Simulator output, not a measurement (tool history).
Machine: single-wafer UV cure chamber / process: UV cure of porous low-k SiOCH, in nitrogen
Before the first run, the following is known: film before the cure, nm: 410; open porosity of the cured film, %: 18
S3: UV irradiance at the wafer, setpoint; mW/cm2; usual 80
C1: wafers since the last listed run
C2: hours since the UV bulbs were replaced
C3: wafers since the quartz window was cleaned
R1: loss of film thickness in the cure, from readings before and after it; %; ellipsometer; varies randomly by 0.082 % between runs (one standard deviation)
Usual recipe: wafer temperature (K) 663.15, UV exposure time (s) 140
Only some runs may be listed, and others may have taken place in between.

run 1 hour=0.0 | wafer_temperature_(K)=663.15 UV_exposure_time_(s)=140 S3=80 | C1=0 C2=1756.4 C3=1736 | R1=6.504
run 2 hour=27.0 | wafer_temperature_(K)=663.15 UV_exposure_time_(s)=140 S3=80 | C1=209 C2=1783.4 C3=1946 | R1=6.293
run 3 hour=62.5 | wafer_temperature_(K)=663.15 UV_exposure_time_(s)=140 S3=80 | C1=276 C2=1818.9 C3=2222 | R1=6.378
-- hour=79.4 quartz window cleaned
run 4 hour=265.1 | wafer_temperature_(K)=663.15 UV_exposure_time_(s)=140 S3=80 | C1=1513 C2=2021.5 C3=1444 | R1=6.610
run 5 hour=323.9 | wafer_temperature_(K)=663.15 UV_exposure_time_(s)=140 S3=80 | C1=457 C2=2080.3 C3=1901 | R1=6.340
run 6 hour=389.5 | wafer_temperature_(K)=663.15 UV_exposure_time_(s)=140 S3=109 | C1=510 C2=2145.9 C3=2411 | R1=7.480
-- hour=406.6 quartz window cleaned
run 7 hour=415.8 | wafer_temperature_(K)=663.15 UV_exposure_time_(s)=140 S3=109 | C1=142 C2=2172.2 C3=71 | R1=8.033
-- hour=439.5 UV bulbs replaced
run 8 hour=451.0 | wafer_temperature_(K)=663.15 UV_exposure_time_(s)=140 S3=80 | C1=211 C2=11.5 C3=282 | R1=7.569
run 9 hour=499.9 | wafer_temperature_(K)=663.15 UV_exposure_time_(s)=140 S3=80 | C1=380 C2=60.4 C3=663 | R1=7.654
run 10 hour=526.8 | wafer_temperature_(K)=663.15 UV_exposure_time_(s)=140 S3=80 | C1=209 C2=87.3 C3=872 | R1=7.372
run 11 hour=571.8 | wafer_temperature_(K)=663.15 UV_exposure_time_(s)=140 S3=80 | C1=349 C2=132.3 C3=1222 | R1=7.291
run 12 hour=636.6 | wafer_temperature_(K)=663.15 UV_exposure_time_(s)=140 S3=80 | C1=503 C2=197.1 C3=1726 | R1=7.221
run 13 hour=694.7 | wafer_temperature_(K)=674.15 UV_exposure_time_(s)=140 S3=48 | C1=451 C2=255.2 C3=2177 | R1=5.491
run 14 hour=755.9 | wafer_temperature_(K)=663.15 UV_exposure_time_(s)=140 S3=80 | C1=475 C2=316.4 C3=2653 | R1=6.986
-- hour=792.8 quartz window cleaned
run 15 hour=847.3 | wafer_temperature_(K)=680.15 UV_exposure_time_(s)=60 S3=46 | C1=648 C2=407.8 C3=423 | R1=2.982
run 16 hour=876.5 | wafer_temperature_(K)=663.15 UV_exposure_time_(s)=140 S3=80 | C1=227 C2=437.0 C3=650 | R1=7.464
run 17 hour=902.0 | wafer_temperature_(K)=663.15 UV_exposure_time_(s)=140 S3=80 | C1=198 C2=462.5 C3=848 | R1=7.232
run 18 hour=951.3 | wafer_temperature_(K)=680.15 UV_exposure_time_(s)=75 S3=60 | C1=383 C2=511.8 C3=1232 | R1=4.204
run 19 hour=999.4 | wafer_temperature_(K)=663.15 UV_exposure_time_(s)=215 S3=93 | C1=374 C2=559.9 C3=1606 | R1=9.344
run 20 hour=1063.6 | wafer_temperature_(K)=673.15 UV_exposure_time_(s)=175 S3=103 | C1=499 C2=624.1 C3=2105 | R1=9.064
run 21 hour=1130.4 | wafer_temperature_(K)=663.15 UV_exposure_time_(s)=140 S3=109 | C1=519 C2=690.9 C3=2624 | R1=8.149
-- hour=1140.7 quartz window cleaned
run 22 hour=1167.8 | wafer_temperature_(K)=663.15 UV_exposure_time_(s)=190 S3=102 | C1=228 C2=728.3 C3=210 | R1=9.749
run 23 hour=1236.1 | wafer_temperature_(K)=646.15 UV_exposure_time_(s)=140 S3=107 | C1=531 C2=796.6 C3=741 | R1=8.097

Give the tool's hidden conditions for every run:
H1: lamp output below its setpoint, %
H2: transmission lost against a clean window, %
run=1 H1=19.5 H2=12.1
run=2 H1=19.7 H2=13.2
run=3 H1=20.1 H2=14.7
run=4 H1=22 H2=8.53
run=5 H1=22.6 H2=10.9
run=6 H1=23.3 H2=13.6
run=7 H1=23.5 H2=1.2
run=8 H1=1.32 H2=2.64
run=9 H1=1.79 H2=4.63
run=10 H1=2.06 H2=5.73
run=11 H1=2.5 H2=7.57
run=12 H1=3.13 H2=10.2
run=13 H1=3.7 H2=12.6
run=14 H1=4.3 H2=15.1
run=15 H1=5.19 H2=3.7
run=16 H1=5.48 H2=4.89
run=17 H1=5.73 H2=5.93
run=18 H1=6.21 H2=7.94
run=19 H1=6.68 H2=9.91
run=20 H1=7.31 H2=12.5
run=21 H1=7.97 H2=15.3
run=22 H1=8.33 H2=1.81
run=23 H1=9 H2=4.6
